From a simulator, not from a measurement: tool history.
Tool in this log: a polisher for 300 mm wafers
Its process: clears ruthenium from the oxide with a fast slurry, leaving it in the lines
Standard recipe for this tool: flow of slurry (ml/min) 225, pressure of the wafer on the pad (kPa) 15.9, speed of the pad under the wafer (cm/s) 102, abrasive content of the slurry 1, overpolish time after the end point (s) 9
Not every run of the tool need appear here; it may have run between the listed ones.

run   hour  flow of slurry (ml/min)  pressure of the wafer on the pad (kPa)  speed of the pad under the wafer (cm/s)  abrasive content of the slurry  overpolish time after the end point (s)  incoming thickness of the incoming film, nm  time until the end point was called (s)  dishing of a wide line in a test structure (nm)
  1      0                      225                                    15.9                                      102                               1                                        9                                        267.2                                     88.7                                             26.5
      10.3  -- slurry blender recalibrated
  2   23.5                      225                                    15.9                                      102                               1                                        9                                        269.3                                     90.4                                             26.5
      59.3  -- worn pad replaced by a new one
  3   59.8                      225                                    15.9                                      102                               1                                        9                                          269                                     84.1                                             27.9
  4   89.7                      225                                    19.3                                      102                               1                                        7                                        269.4                                     69.3                                             26.2
  5  109.8                      225                                    19.3                                      102                               1                                        7                                        269.2                                     70.1                                             25.8
  6  122.8                      225                                    15.9                                      102                               1                                        9                                        269.9                                     86.8                                             27.4
       140  -- slurry nozzle cleaned
  7  156.8                      225                                    15.9                                      102                               1                                        9                                        269.5                                     87.4                                             27.1
     173.7  -- slurry blender recalibrated
  8  177.3                      225                                    15.9                                       92                               1                                        9                                        274.9                                     97.4                                             25.2
  9  207.1                      225                                    15.9                                       92                               1                                        9                                        273.3                                     96.3                                             25.5
       226  -- worn pad replaced by a new one
 10  226.5                      225                                    15.9                                       92                               1                                        9                                        266.7                                       90                                               26
 11  243.6                      225                                    17.2                                      102                               1                                       14                                        270.7                                     77.7                                               44
 12    264                      225                                    13.8                                      112                               1                                        8                                        268.1                                     92.2                                             22.6
     270.4  -- head pressure recalibrated
 13  296.2                      225                                    15.9                                      102                               1                                        9                                        267.3                                     86.3                                             27.6
 14  315.8                      200                                    15.9                                       70                            1.15                                        6                                        270.9                                    101.6                                             16.1
 15  328.3                      180                                    15.9                                      136                               1                                        9                                        265.5                                     72.9                                             31.7
 16  361.2                      225                                    15.9                                      102                               1                                        8                                        269.2                                     87.8                                             23.9
 17  374.8                      225                                    15.9                                      102                               1                                        6                                        274.8                                     91.1                                             18.4
     376.9  -- slurry blender recalibrated
     404.1  -- worn pad replaced by a new one
 18  404.6                      225                                    18.6                                      102                             1.1                                        9                                        269.8                                     68.7                                             33.8
 19  493.3                      300                                    15.9                                      102                            0.85                                        9                                        268.6                                     96.9                                             24.3
 20  517.2                      225                                    13.1                                      102                               1                                        9                                        272.9                                    108.7                                             22.3
     533.4  -- slurry blender recalibrated
 21  533.9                      225                                    13.8                                      102                            1.15                                        9                                        270.7                                     93.1                                             25.3
 22  560.9                      260                                    15.9                                      102                               1                                       11                                        269.8                                     86.5                                             31.9
     585.9  -- worn pad replaced by a new one
 23  589.5                      250                                    15.9                                      102                             1.3                                       11                                        268.8                                     73.2                                             38.5
 24  611.6                      155                                    15.9                                      102                               1                                        9                                        270.3                                     89.7                                             26.7
 25    629                      225                                    15.9                                      102                             0.9                                        9                                          271                                       95                                             25.5
 26  663.4                      205                                    15.9                                      102                               1                                        9                                        270.7                                     89.3                                             26.2
 27  685.8                      225                                    18.6                                      102                             1.1                                        9                                        270.7                                     69.6                                             32.7

Forecast each of these 5 alternatives for the next run:
  A  686.3                      225                                    15.9                                      134                               1                                        9                                        275.4                                        ?                                                ?
  B  686.3                      175                                    17.9                                       84                               1                                        9                                        275.4                                        ?                                                ?
  C  686.3                      225                                    10.3                                      102                            0.75                                        9                                        275.4                                        ?                                                ?
  D  686.3                      225                                    13.1                                      120                               1                                       11                                        275.4                                        ?                                                ?
  E  686.3                      295                                    11.7                                       78                            1.15                                        9                                        275.4                                        ?                                                ?

run  time until the end point was called (s)  dishing of a wide line in a test structure (nm)
  A                                     75.2                                             32.3
  B                                     92.4                                             26.6
  C                                    181.9                                             13.9
  D                                     98.2                                             30.3
  E                                      128                                             19.5
With no hidden state in the tool, these same runs would have given:
run  time until the end point was called (s)  dishing of a wide line in a test structure (nm)
  A                                     72.3                                             33.5
  B                                     88.8                                             27.6
  C                                    174.9                                             14.4
  D                                     94.5                                             31.5
  E                                    123.1                                             20.2
